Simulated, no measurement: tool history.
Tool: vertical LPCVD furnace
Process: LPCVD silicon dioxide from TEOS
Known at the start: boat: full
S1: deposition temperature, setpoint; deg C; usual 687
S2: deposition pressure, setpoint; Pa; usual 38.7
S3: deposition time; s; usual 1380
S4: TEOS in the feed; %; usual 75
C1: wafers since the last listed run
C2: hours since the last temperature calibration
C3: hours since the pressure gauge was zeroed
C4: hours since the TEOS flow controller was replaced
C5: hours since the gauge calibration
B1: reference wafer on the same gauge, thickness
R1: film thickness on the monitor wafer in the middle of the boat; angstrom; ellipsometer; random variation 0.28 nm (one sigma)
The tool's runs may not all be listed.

Run 1, day 0.000: usual settings but S4 85 %; C1 0; C2 2604.0; C3 3447.7; C4 1655.3; C5 74.5; B1 123.03. Result: R1 1473.7 angstrom.
Run 2, day 0.838: usual settings but S4 85 %; C1 345; C2 2624.1; C3 3467.8; C4 1675.4; C5 94.6; B1 122.97. Result: R1 1477.9 angstrom.
Run 3, day 1.633: usual settings; C1 328; C2 2643.2; C3 3486.9; C4 1694.5; C5 113.7; B1 122.95. Result: R1 1387.6 angstrom.
Run 4, day 3.083: usual settings; C1 597; C2 2678.0; C3 3521.7; C4 1729.3; C5 148.5; B1 123.12. Result: R1 1395.0 angstrom.
Run 5, day 3.888: usual settings; C1 331; C2 2697.3; C3 3541.0; C4 1748.6; C5 167.8; B1 123.13. Result: R1 1390.2 angstrom.
Run 6, day 5.050: usual settings but S1 695 deg C; C1 479; C2 2725.2; C3 3568.9; C4 1776.5; C5 195.7; B1 122.99. Result: R1 1685.3 angstrom.
Run 7, day 6.271: usual settings but S1 695 deg C; C1 503; C2 2754.5; C3 3598.2; C4 1805.8; C5 225.0; B1 123.03. Result: R1 1684.1 angstrom.
Run 8, day 7.454: usual settings but S1 695 deg C; C1 487; C2 2782.9; C3 3626.6; C4 1834.2; C5 253.4; B1 123.02. Result: R1 1678.9 angstrom.
Run 9, day 8.671: usual settings but S2 32.0 Pa, S4 88 %; C1 501; C2 2812.1; C3 3655.8; C4 1863.4; C5 282.6; B1 122.98. Result: R1 1375.8 angstrom.
At day 10.250: TEOS flow controller replaced.
Run 10, day 10.271: usual settings; C1 247; C2 2850.5; C3 3694.2; C4 0.5; C5 321.0; B1 123.00. Result: R1 1393.5 angstrom.
At day 10.529: gauge calibrated.
Run 11, day 11.029: usual settings but S2 43.3 Pa; C1 312; C2 2868.7; C3 3712.4; C4 18.7; C5 12.0; B1 122.99. Result: R1 1480.8 angstrom.
Run 12, day 11.667: usual settings but S2 44.7 Pa, S3 900 s; C1 262; C2 2884.0; C3 3727.7; C4 34.0; C5 27.3; B1 122.92. Result: R1 978.7 angstrom.
Run 13, day 15.550: usual settings but S1 698 deg C, S4 80 %; C1 1601; C2 2977.2; C3 3820.9; C4 127.2; C5 120.5; B1 122.94. Result: R1 1879.8 angstrom.
At day 16.575: pressure gauge zeroed.
At day 16.629: thermocouples replaced and temperature profile calibrated.
Run 14, day 18.117: usual settings; C1 623; C2 35.7; C3 37.0; C4 188.8; C5 182.1; B1 122.95. Result: R1 1270.6 angstrom.
Run 15, day 18.746: usual settings but S1 695 deg C, S2 30.0 Pa, S3 960 s, S4 65 %; C1 259; C2 50.8; C3 52.1; C4 203.9; C5 197.2; B1 122.95. Result: R1 878.5 angstrom.
Run 16, day 19.900: usual settings but S2 32.0 Pa, S3 1710 s; C1 475; C2 78.5; C3 79.8; C4 231.6; C5 224.9; B1 122.99. Result: R1 1433.2 angstrom.
Run 17, day 23.538: usual settings; C1 1500; C2 165.8; C3 167.1; C4 318.9; C5 312.2; B1 123.14. Result: R1 1274.5 angstrom.

Forecast each of these 4 alternatives for the next run:
Run A, day 23.729: usual settings but S2 44.7 Pa; C1 79; C2 170.4; C3 171.7; C4 323.5; C5 316.8; B1 ?. Result: R1 ?.
Run B, day 23.729: usual settings but S1 679 deg C, S2 36.0 Pa; C1 79; C2 170.4; C3 171.7; C4 323.5; C5 316.8; B1 ?. Result: R1 ?.
Run C, day 23.729: usual settings but S3 1830 s, S4 66 %; C1 79; C2 170.4; C3 171.7; C4 323.5; C5 316.8; B1 ?. Result: R1 ?.
Run D, day 23.729: usual settings but S1 691 deg C, S2 30.7 Pa, S3 1920 s, S4 82 %; C1 79; C2 170.4; C3 171.7; C4 323.5; C5 316.8; B1 ?. Result: R1 ?.

run      B1      R1
  A  122.96  1374.4
  B  122.96  1017.6
  C  122.96  1590.7
  D  122.96  1822.1
Without the tool's hidden state the same runs would have given:
run      R1
  A  1365.9
  B  1011.2
  C  1580.9
  D  1810.9

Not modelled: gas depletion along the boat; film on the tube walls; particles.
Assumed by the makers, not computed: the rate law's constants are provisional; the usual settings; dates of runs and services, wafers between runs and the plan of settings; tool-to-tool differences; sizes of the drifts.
